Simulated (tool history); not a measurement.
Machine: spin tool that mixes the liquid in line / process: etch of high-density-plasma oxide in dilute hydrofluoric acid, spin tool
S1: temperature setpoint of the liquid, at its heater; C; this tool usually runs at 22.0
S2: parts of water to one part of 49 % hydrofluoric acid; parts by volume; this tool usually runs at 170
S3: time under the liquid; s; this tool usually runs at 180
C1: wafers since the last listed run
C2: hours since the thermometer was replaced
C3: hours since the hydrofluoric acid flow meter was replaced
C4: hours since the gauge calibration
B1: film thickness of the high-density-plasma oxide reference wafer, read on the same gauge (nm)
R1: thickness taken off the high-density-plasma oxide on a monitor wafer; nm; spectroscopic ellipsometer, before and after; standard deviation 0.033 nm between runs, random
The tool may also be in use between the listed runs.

{"run": 1, "hour": 0.0, "S1": 22.0, "S2": 170, "S3": 180, "C1": 0, "C2": 856.3, "C3": 837.2, "C4": 213.3, "B1": 39.995, "R1": 4.634}
{"run": 2, "hour": 7.6, "S1": 22.0, "S2": 170, "S3": 265, "C1": 70, "C2": 863.9, "C3": 844.8, "C4": 220.9, "B1": 39.963, "R1": 6.835}
{"run": 3, "hour": 22.9, "S1": 22.0, "S2": 170, "S3": 265, "C1": 140, "C2": 879.2, "C3": 860.1, "C4": 236.2, "B1": 40.032, "R1": 6.892}
{"run": 4, "hour": 30.1, "S1": 22.0, "S2": 130, "S3": 180, "C1": 66, "C2": 886.4, "C3": 867.3, "C4": 243.4, "B1": 40.014, "R1": 6.36}
{"run": 5, "hour": 47.9, "S1": 22.0, "S2": 130, "S3": 180, "C1": 164, "C2": 904.2, "C3": 885.1, "C4": 261.2, "B1": 39.99, "R1": 6.37}
{"run": 6, "hour": 59.6, "S1": 22.0, "S2": 170, "S3": 180, "C1": 107, "C2": 915.9, "C3": 896.8, "C4": 272.9, "B1": 40.012, "R1": 4.631}
{"run": 7, "hour": 73.2, "S1": 22.0, "S2": 170, "S3": 180, "C1": 125, "C2": 929.5, "C3": 910.4, "C4": 286.5, "B1": 39.991, "R1": 4.705}
{"run": 8, "hour": 81.0, "S1": 22.0, "S2": 145, "S3": 180, "C1": 71, "C2": 937.3, "C3": 918.2, "C4": 294.3, "B1": 39.972, "R1": 5.674}
{"run": 9, "hour": 92.7, "S1": 22.0, "S2": 145, "S3": 180, "C1": 107, "C2": 949.0, "C3": 929.9, "C4": 306.0, "B1": 40.036, "R1": 5.673}
{"run": 10, "hour": 100.9, "S1": 22.0, "S2": 145, "S3": 180, "C1": 75, "C2": 957.2, "C3": 938.1, "C4": 314.2, "B1": 40.011, "R1": 5.615}
{"run": 11, "hour": 108.9, "S1": 22.0, "S2": 170, "S3": 180, "C1": 73, "C2": 965.2, "C3": 946.1, "C4": 322.2, "B1": 39.982, "R1": 4.716}
{"run": 12, "hour": 124.2, "S1": 22.0, "S2": 170, "S3": 180, "C1": 140, "C2": 980.5, "C3": 961.4, "C4": 337.5, "B1": 39.992, "R1": 4.753}
{"run": 13, "hour": 138.2, "S1": 22.0, "S2": 170, "S3": 180, "C1": 129, "C2": 994.5, "C3": 975.4, "C4": 351.5, "B1": 40.022, "R1": 4.679}
{"hour": 154.5, "done": "thermometer replaced"}
{"run": 14, "hour": 161.3, "S1": 17.0, "S2": 240, "S3": 85, "C1": 203, "C2": 6.8, "C3": 998.5, "C4": 374.6, "B1": 40.032, "R1": 1.23}
{"run": 15, "hour": 172.0, "S1": 22.0, "S2": 120, "S3": 110, "C1": 98, "C2": 17.5, "C3": 1009.2, "C4": 385.3, "B1": 39.993, "R1": 4.33}
{"run": 16, "hour": 182.4, "S1": 19.5, "S2": 200, "S3": 210, "C1": 95, "C2": 27.9, "C3": 1019.6, "C4": 395.7, "B1": 40.004, "R1": 4.098}
{"run": 17, "hour": 197.3, "S1": 22.0, "S2": 170, "S3": 225, "C1": 137, "C2": 42.8, "C3": 1034.5, "C4": 410.6, "B1": 39.993, "R1": 5.901}
{"run": 18, "hour": 209.1, "S1": 22.0, "S2": 170, "S3": 180, "C1": 108, "C2": 54.6, "C3": 1046.3, "C4": 422.4, "B1": 39.999, "R1": 4.72}
{"run": 19, "hour": 218.7, "S1": 22.0, "S2": 170, "S3": 180, "C1": 88, "C2": 64.2, "C3": 1055.9, "C4": 432.0, "B1": 39.976, "R1": 4.747}
{"hour": 233.4, "done": "hydrofluoric acid flow meter replaced"}
{"run": 20, "hour": 234.4, "S1": 22.0, "S2": 170, "S3": 180, "C1": 135, "C2": 79.9, "C3": 1.0, "C4": 447.7, "B1": 40.025, "R1": 4.217}
{"run": 21, "hour": 249.2, "S1": 19.5, "S2": 170, "S3": 180, "C1": 136, "C2": 94.7, "C3": 15.8, "C4": 462.5, "B1": 40.005, "R1": 3.893}
{"run": 22, "hour": 262.7, "S1": 26.0, "S2": 170, "S3": 150, "C1": 124, "C2": 108.2, "C3": 29.3, "C4": 476.0, "B1": 40.048, "R1": 4.208}
{"run": 23, "hour": 276.4, "S1": 24.5, "S2": 250, "S3": 235, "C1": 126, "C2": 121.9, "C3": 43.0, "C4": 489.7, "B1": 39.934, "R1": 3.849}
{"hour": 282.5, "done": "gauge calibrated"}
{"run": 24, "hour": 287.7, "S1": 22.0, "S2": 125, "S3": 230, "C1": 104, "C2": 133.2, "C3": 54.3, "C4": 5.2, "B1": 39.99, "R1": 7.842}
{"run": 25, "hour": 303.3, "S1": 22.0, "S2": 170, "S3": 180, "C1": 143, "C2": 148.8, "C3": 69.9, "C4": 20.8, "B1": 40.044, "R1": 4.355}
{"run": 26, "hour": 317.0, "S1": 22.0, "S2": 170, "S3": 180, "C1": 126, "C2": 162.5, "C3": 83.6, "C4": 34.5, "B1": 40.022, "R1": 4.278}
{"run": 27, "hour": 332.4, "S1": 24.5, "S2": 145, "S3": 80, "C1": 141, "C2": 177.9, "C3": 99.0, "C4": 49.9, "B1": 40.02, "R1": 2.595}
{"run": 28, "hour": 338.8, "S1": 22.0, "S2": 170, "S3": 180, "C1": 58, "C2": 184.3, "C3": 105.4, "C4": 56.3, "B1": 40.019, "R1": 4.334}
{"run": 29, "hour": 347.0, "S1": 22.0, "S2": 100, "S3": 100, "C1": 75, "C2": 192.5, "C3": 113.6, "C4": 64.5, "B1": 40.011, "R1": 4.44}
{"run": 30, "hour": 363.6, "S1": 22.0, "S2": 170, "S3": 210, "C1": 152, "C2": 209.1, "C3": 130.2, "C4": 81.1, "B1": 39.956, "R1": 5.127}
{"run": 31, "hour": 400.3, "S1": 22.0, "S2": 170, "S3": 180, "C1": 338, "C2": 245.8, "C3": 166.9, "C4": 117.8, "B1": 40.0, "R1": 4.349}

Give the tool's hidden conditions for every run:
liquid hotter than its thermometer reads (K): 0 on each run
gauge reads high (%): 0 on each run
H1: hydrofluoric acid flow above the setpoint (%)
run=1 H1=10.6
run=2 H1=10.6
run=3 H1=10.8
run=4 H1=10.9
run=5 H1=11.1
run=6 H1=11.2
run=7 H1=11.4
run=8 H1=11.4
run=9 H1=11.6
run=10 H1=11.7
run=11 H1=11.8
run=12 H1=11.9
run=13 H1=12.1
run=14 H1=12.3
run=15 H1=12.4
run=16 H1=12.6
run=17 H1=12.7
run=18 H1=12.9
run=19 H1=13
run=20 H1=3.26
run=21 H1=3.42
run=22 H1=3.57
run=23 H1=3.72
run=24 H1=3.84
run=25 H1=4.02
run=26 H1=4.17
run=27 H1=4.34
run=28 H1=4.41
run=29 H1=4.5
run=30 H1=4.68
run=31 H1=5.09
